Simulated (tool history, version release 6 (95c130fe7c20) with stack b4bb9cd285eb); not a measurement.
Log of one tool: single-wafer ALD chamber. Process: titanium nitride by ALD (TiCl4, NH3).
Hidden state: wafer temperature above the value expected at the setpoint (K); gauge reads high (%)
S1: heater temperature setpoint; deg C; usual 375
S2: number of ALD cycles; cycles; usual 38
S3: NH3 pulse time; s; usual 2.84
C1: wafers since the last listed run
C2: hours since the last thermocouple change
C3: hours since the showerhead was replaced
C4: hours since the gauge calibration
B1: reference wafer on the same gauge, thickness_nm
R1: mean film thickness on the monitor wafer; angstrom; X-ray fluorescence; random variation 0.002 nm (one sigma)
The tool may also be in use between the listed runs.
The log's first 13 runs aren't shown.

run 14 day=11.742 | S1=363 S2=38 S3=2.57 | C1=138 C2=715.4 C3=3241.9 C4=843.5 | B1=0.628 | R1=7.56
-- day=12.700 showerhead replaced
run 15 day=13.100 | S1=381 S2=43 S3=2.84 | C1=182 C2=748.0 C3=9.6 C4=876.1 | B1=0.628 | R1=8.85
run 16 day=14.154 | S1=381 S2=43 S3=2.84 | C1=187 C2=773.3 C3=34.9 C4=901.4 | B1=0.628 | R1=8.85
run 17 day=15.400 | S1=385 S2=38 S3=2.84 | C1=221 C2=803.2 C3=64.8 C4=931.3 | B1=0.628 | R1=7.83
-- day=15.900 gauge calibrated
run 18 day=16.258 | S1=385 S2=41 S3=1.80 | C1=152 C2=823.8 C3=85.4 C4=8.6 | B1=0.642 | R1=8.23
run 19 day=19.017 | S1=364 S2=44 S3=3.21 | C1=490 C2=890.0 C3=151.6 C4=74.8 | B1=0.640 | R1=9.17
run 20 day=20.117 | S1=380 S2=42 S3=2.27 | C1=195 C2=916.4 C3=178.0 C4=101.2 | B1=0.638 | R1=8.59
run 21 day=21.158 | S1=375 S2=38 S3=2.84 | C1=185 C2=941.4 C3=203.0 C4=126.2 | B1=0.637 | R1=7.87
-- day=21.992 thermocouple changed; heater temperature recalibrated
run 22 day=22.329 | S1=375 S2=38 S3=2.84 | C1=148 C2=8.1 C3=231.1 C4=154.3 | B1=0.637 | R1=7.88
run 23 day=26.717 | S1=369 S2=35 S3=2.84 | C1=780 C2=113.4 C3=336.4 C4=259.6 | B1=0.633 | R1=7.17
run 24 day=30.350 | S1=379 S2=38 S3=1.75 | C1=646 C2=200.6 C3=423.6 C4=346.8 | B1=0.631 | R1=7.37
run 25 day=31.817 | S1=375 S2=38 S3=2.84 | C1=260 C2=235.8 C3=458.8 C4=382.0 | B1=0.631 | R1=7.83
run 26 day=32.392 | S1=368 S2=31 S3=3.59 | C1=102 C2=249.6 C3=472.6 C4=395.8 | B1=0.630 | R1=6.46
run 27 day=33.038 | S1=361 S2=32 S3=3.93 | C1=114 C2=265.1 C3=488.1 C4=411.3 | B1=0.630 | R1=6.64
run 28 day=34.421 | S1=389 S2=38 S3=3.22 | C1=246 C2=298.3 C3=521.3 C4=444.5 | B1=0.630 | R1=7.92
run 29 day=35.262 | S1=381 S2=38 S3=1.92 | C1=149 C2=318.5 C3=541.5 C4=464.7 | B1=0.630 | R1=7.52
run 30 day=35.775 | S1=361 S2=31 S3=2.84 | C1=91 C2=330.8 C3=553.8 C4=477.0 | B1=0.629 | R1=6.27
run 31 day=36.942 | S1=387 S2=38 S3=2.27 | C1=207 C2=358.8 C3=581.8 C4=505.0 | B1=0.629 | R1=7.69
run 32 day=37.808 | S1=375 S2=38 S3=2.84 | C1=154 C2=379.6 C3=602.6 C4=525.8 | B1=0.628 | R1=7.78

5 ways to go on from here, each from the tool as it stands after run 32. What would each give?
run A day=37.829 | S1=375 S2=38 S3=2.84 | C1=3 C2=380.1 C3=603.1 C4=526.3 | B1=? | R1=?
run B day=37.829 | S1=370 S2=38 S3=2.84 | C1=3 C2=380.1 C3=603.1 C4=526.3 | B1=? | R1=?
run C day=37.829 | S1=375 S2=38 S3=3.22 | C1=3 C2=380.1 C3=603.1 C4=526.3 | B1=? | R1=?
run D day=37.829 | S1=390 S2=38 S3=2.84 | C1=3 C2=380.1 C3=603.1 C4=526.3 | B1=? | R1=?
run E day=37.829 | S1=383 S2=38 S3=2.84 | C1=3 C2=380.1 C3=603.1 C4=526.3 | B1=? | R1=?

run=A B1=0.628 R1=7.79
run=B B1=0.628 R1=7.74
run=C B1=0.628 R1=7.87
run=D B1=0.628 R1=7.86
run=E B1=0.628 R1=7.83
Without the tool's hidden state the same runs would have given:
run=A R1=7.98
run=B R1=7.93
run=C R1=8.05
run=D R1=8.04
run=E R1=8.01
